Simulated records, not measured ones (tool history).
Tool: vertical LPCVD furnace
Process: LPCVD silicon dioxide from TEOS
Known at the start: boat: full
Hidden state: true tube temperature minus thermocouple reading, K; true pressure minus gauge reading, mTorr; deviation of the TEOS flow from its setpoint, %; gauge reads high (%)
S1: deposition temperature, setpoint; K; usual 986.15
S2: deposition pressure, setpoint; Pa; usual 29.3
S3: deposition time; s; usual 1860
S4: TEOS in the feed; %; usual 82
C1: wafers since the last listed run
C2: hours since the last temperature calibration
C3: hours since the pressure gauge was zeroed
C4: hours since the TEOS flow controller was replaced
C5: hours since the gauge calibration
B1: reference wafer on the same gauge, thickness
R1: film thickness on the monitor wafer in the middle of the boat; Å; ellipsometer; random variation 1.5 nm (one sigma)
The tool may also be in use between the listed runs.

run	hour	S1	S2	S3	S4	C1	C2	C3	C4	C5	B1	R1
1	0	986.15	29.3	1860	88	0	3918.8	2986.7	5019.5	529.9	260	2661.4
2	22.4	986.15	34	1860	82	290	3941.2	3009.1	5041.9	552.3	260.03	2778.1
3	40.9	986.15	34	1860	82	239	3959.7	3027.6	5060.4	570.8	260.36	2779.5
4	55.4	986.15	34	1860	82	188	3974.2	3042.1	5074.9	585.3	259.96	2797
5	83.8	980.15	29.3	1860	92	368	4002.6	3070.5	5103.3	613.7	260.02	2388.5
6	159.5	986.15	29.3	1860	82	981	4078.3	3146.2	5179	689.4	259.87	2585.3
7	188.4	986.15	29.3	1860	82	374	4107.2	3175.1	5207.9	718.3	260.22	2581.3
# hour 190: gauge calibrated
8	200.6	986.15	29.3	1860	82	158	4119.4	3187.3	5220.1	10.6	260.03	2589.6
9	236.6	982.15	29.3	1860	82	466	4155.4	3223.3	5256.1	46.6	260.1	2347.1
10	306.4	986.15	29.3	1860	82	905	4225.2	3293.1	5325.9	116.4	260.13	2582.3
# hour 349.7: TEOS flow controller replaced
11	350.2	986.15	29.3	1860	82	256	4269	3336.9	0.5	160.2	260.17	2592.4
12	354.6	980.15	24.7	1230	71	57	4273.4	3341.3	4.9	164.6	260.04	1271
13	374.1	980.15	24.7	1230	71	252	4292.9	3360.8	24.4	184.1	259.77	1271.9
14	406.5	995.15	29.3	2520	82	420	4325.3	3393.2	56.8	216.5	260.05	4302.9
# hour 441: thermocouples replaced and temperature profile calibrated
# hour 445.1: pressure gauge zeroed
15	445.6	975.15	24.7	1860	82	142	4.6	0.5	95.9	255.6	259.91	1842.1
16	453.1	979.15	36	1860	75	97	12.1	8	103.4	263.1	260.12	2337.6
17	467.6	982.15	33.3	1860	67	188	26.6	22.5	117.9	277.6	260.03	2285.5
18	490.1	986.15	22.7	1860	82	291	49.1	45	140.4	300.1	260.09	2266.5
19	502.9	986.15	29.3	1860	82	166	61.9	57.8	153.2	312.9	259.91	2587.1
20	522.5	986.15	29.3	1860	82	254	81.5	77.4	172.8	332.5	259.95	2578.7
21	539.5	982.15	25.3	1500	71	220	98.5	94.4	189.8	349.5	260.16	1654.5
22	570.7	986.15	29.3	1860	82	404	129.7	125.6	221	380.7	259.81	2578.1

Forecast each of these 4 alternatives for the next run:
A	574.8	986.15	29.3	1860	73	53	133.8	129.7	225.1	384.8	?	?
B	574.8	975.15	22.7	1860	82	53	133.8	129.7	225.1	384.8	?	?
C	574.8	981.15	29.3	1860	97	53	133.8	129.7	225.1	384.8	?	?
D	574.8	986.15	29.3	1590	82	53	133.8	129.7	225.1	384.8	?	?

run	B1	R1
A	260.17	2432.7
B	260.17	1761.8
C	260.17	2502.6
D	260.17	2204
Without the tool's hidden state the same runs would have given:
run	R1
A	2432.7
B	1761.8
C	2502.6
D	2204

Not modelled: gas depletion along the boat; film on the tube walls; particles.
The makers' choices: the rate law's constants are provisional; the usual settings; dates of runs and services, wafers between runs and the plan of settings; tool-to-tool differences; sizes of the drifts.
